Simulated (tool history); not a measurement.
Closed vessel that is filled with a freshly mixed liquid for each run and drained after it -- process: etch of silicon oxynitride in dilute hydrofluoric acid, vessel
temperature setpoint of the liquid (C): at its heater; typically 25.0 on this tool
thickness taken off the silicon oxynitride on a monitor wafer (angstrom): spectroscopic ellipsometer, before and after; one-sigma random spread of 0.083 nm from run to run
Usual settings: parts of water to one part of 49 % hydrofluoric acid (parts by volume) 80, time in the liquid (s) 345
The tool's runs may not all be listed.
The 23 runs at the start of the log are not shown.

run     day  temperature setpoint of the liquid (C)  parts of water to one part of 49 % hydrofluoric acid (parts by volume)  time in the liquid (s)  read-back film thickness of the silicon oxynitride reference wafer, read on the same gauge (nm)  thickness taken off the silicon oxynitride on a monitor wafer (angstrom)
 24  24.108                                    25.0                                                                      80                     530                                                                                           140.00                                                                     161.4
 25  25.400                                    25.0                                                                     100                     345                                                                                           139.98                                                                      80.4
 26  26.117                                    25.0                                                                      80                     345                                                                                           140.03                                                                     102.7
     28.283  -- thermometer replaced, repeated, since the last time left the tool worse
 27  29.546                                    25.0                                                                     115                     265                                                                                           140.02                                                                      46.3
 28  30.258                                    22.5                                                                     100                     275                                                                                           139.99                                                                      49.0
 29  30.771                                    21.0                                                                      95                     345                                                                                           140.01                                                                      60.7
 30  31.888                                    22.5                                                                      80                     345                                                                                           140.01                                                                      80.6
 31  33.092                                    25.0                                                                     100                     155                                                                                           139.97                                                                      31.6
 32  33.888                                    30.0                                                                      80                     495                                                                                           139.98                                                                     160.4

What if the next run were any one of these 5? Each begins from the tool's condition after run 32:
  A  33.917                                    25.0                                                                      80                     345                                                                                                ?                                                                         ?
  B  33.917                                    25.0                                                                      80                     220                                                                                                ?                                                                         ?
  C  33.917                                    25.0                                                                      45                     220                                                                                                ?                                                                         ?
  D  33.917                                    25.0                                                                      65                     545                                                                                                ?                                                                         ?
  E  33.917                                    27.0                                                                      80                     345                                                                                                ?                                                                         ?

run  read-back film thickness of the silicon oxynitride reference wafer, read on the same gauge (nm)  thickness taken off the silicon oxynitride on a monitor wafer (angstrom)
  A                                                                                           139.98                                                                      89.2
  B                                                                                           139.98                                                                      56.9
  C                                                                                           139.98                                                                     104.3
  D                                                                                           139.98                                                                     175.8
  E                                                                                           139.98                                                                      98.0
With no hidden state in the tool, these same runs would have given:
run  thickness taken off the silicon oxynitride on a monitor wafer (angstrom)
  A                                                                      88.7
  B                                                                      56.6
  C                                                                     103.7
  D                                                                     174.8
  E                                                                      97.5

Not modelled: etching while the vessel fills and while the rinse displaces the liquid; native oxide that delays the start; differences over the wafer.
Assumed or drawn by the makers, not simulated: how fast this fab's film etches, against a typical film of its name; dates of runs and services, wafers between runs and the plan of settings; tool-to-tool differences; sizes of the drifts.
